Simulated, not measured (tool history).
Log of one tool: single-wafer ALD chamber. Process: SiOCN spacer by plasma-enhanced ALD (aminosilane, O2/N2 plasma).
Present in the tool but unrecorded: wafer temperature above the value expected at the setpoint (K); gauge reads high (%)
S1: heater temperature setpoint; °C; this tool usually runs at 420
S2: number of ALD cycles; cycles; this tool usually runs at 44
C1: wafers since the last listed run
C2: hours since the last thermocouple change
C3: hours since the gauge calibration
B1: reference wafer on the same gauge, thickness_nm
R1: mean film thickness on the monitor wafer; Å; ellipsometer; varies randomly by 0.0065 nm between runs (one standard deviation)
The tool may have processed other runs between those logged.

{"run": 1, "hour": 0.0, "S1": 420, "S2": 37, "C1": 0, "C2": 1528.1, "C3": 64.1, "B1": 2.397, "R1": 21.75}
{"run": 2, "hour": 17.6, "S1": 420, "S2": 37, "C1": 97, "C2": 1545.7, "C3": 81.7, "B1": 2.401, "R1": 21.82}
{"run": 3, "hour": 27.1, "S1": 420, "S2": 37, "C1": 52, "C2": 1555.2, "C3": 91.2, "B1": 2.4, "R1": 21.8}
{"run": 4, "hour": 36.5, "S1": 420, "S2": 44, "C1": 52, "C2": 1564.6, "C3": 100.6, "B1": 2.399, "R1": 25.89}
{"run": 5, "hour": 46.5, "S1": 420, "S2": 44, "C1": 55, "C2": 1574.6, "C3": 110.6, "B1": 2.398, "R1": 25.87}
{"run": 6, "hour": 61.1, "S1": 420, "S2": 44, "C1": 80, "C2": 1589.2, "C3": 125.2, "B1": 2.4, "R1": 25.98}
{"run": 7, "hour": 77.6, "S1": 430, "S2": 44, "C1": 91, "C2": 1605.7, "C3": 141.7, "B1": 2.4, "R1": 25.21}
{"run": 8, "hour": 87.0, "S1": 430, "S2": 44, "C1": 52, "C2": 1615.1, "C3": 151.1, "B1": 2.4, "R1": 25.33}
{"run": 9, "hour": 93.2, "S1": 420, "S2": 44, "C1": 34, "C2": 1621.3, "C3": 157.3, "B1": 2.399, "R1": 25.91}
{"run": 10, "hour": 103.7, "S1": 420, "S2": 50, "C1": 58, "C2": 1631.8, "C3": 167.8, "B1": 2.401, "R1": 29.53}
{"run": 11, "hour": 115.2, "S1": 420, "S2": 44, "C1": 63, "C2": 1643.3, "C3": 179.3, "B1": 2.397, "R1": 25.94}
{"hour": 128.6, "done": "thermocouple changed; heater temperature recalibrated"}
{"hour": 128.6, "done": "gauge calibrated"}
{"run": 12, "hour": 129.1, "S1": 420, "S2": 44, "C1": 32, "C2": 0.5, "C3": 0.5, "B1": 2.4, "R1": 25.88}
{"run": 13, "hour": 140.6, "S1": 414, "S2": 38, "C1": 63, "C2": 12, "C3": 12, "B1": 2.4, "R1": 22.82}
{"run": 14, "hour": 151.7, "S1": 433, "S2": 38, "C1": 61, "C2": 23.1, "C3": 23.1, "B1": 2.4, "R1": 21.53}
{"run": 15, "hour": 169.3, "S1": 420, "S2": 44, "C1": 97, "C2": 40.7, "C3": 40.7, "B1": 2.401, "R1": 25.89}
{"run": 16, "hour": 175.9, "S1": 430, "S2": 44, "C1": 36, "C2": 47.3, "C3": 47.3, "B1": 2.401, "R1": 25.16}
{"run": 17, "hour": 182.4, "S1": 430, "S2": 40, "C1": 36, "C2": 53.8, "C3": 53.8, "B1": 2.399, "R1": 22.78}
{"run": 18, "hour": 198.2, "S1": 406, "S2": 47, "C1": 87, "C2": 69.6, "C3": 69.6, "B1": 2.4, "R1": 28.94}
{"run": 19, "hour": 211.7, "S1": 420, "S2": 44, "C1": 74, "C2": 83.1, "C3": 83.1, "B1": 2.4, "R1": 25.98}
{"run": 20, "hour": 229.5, "S1": 416, "S2": 44, "C1": 98, "C2": 100.9, "C3": 100.9, "B1": 2.402, "R1": 26.18}
{"run": 21, "hour": 251.2, "S1": 431, "S2": 37, "C1": 120, "C2": 122.6, "C3": 122.6, "B1": 2.401, "R1": 21.13}
{"run": 22, "hour": 259.5, "S1": 415, "S2": 41, "C1": 46, "C2": 130.9, "C3": 130.9, "B1": 2.402, "R1": 24.53}
{"run": 23, "hour": 269.2, "S1": 414, "S2": 37, "C1": 53, "C2": 140.6, "C3": 140.6, "B1": 2.399, "R1": 22.09}
{"run": 24, "hour": 281.8, "S1": 420, "S2": 44, "C1": 69, "C2": 153.2, "C3": 153.2, "B1": 2.4, "R1": 25.76}
{"hour": 290.7, "done": "gauge calibrated"}
{"run": 25, "hour": 291.7, "S1": 434, "S2": 41, "C1": 54, "C2": 163.1, "C3": 1, "B1": 2.401, "R1": 23.16}

What was the tool's hidden state at every run in the log?
wafer temperature above the value expected at the setpoint (K): 0 in every run
gauge reads high (%): 0 in every run
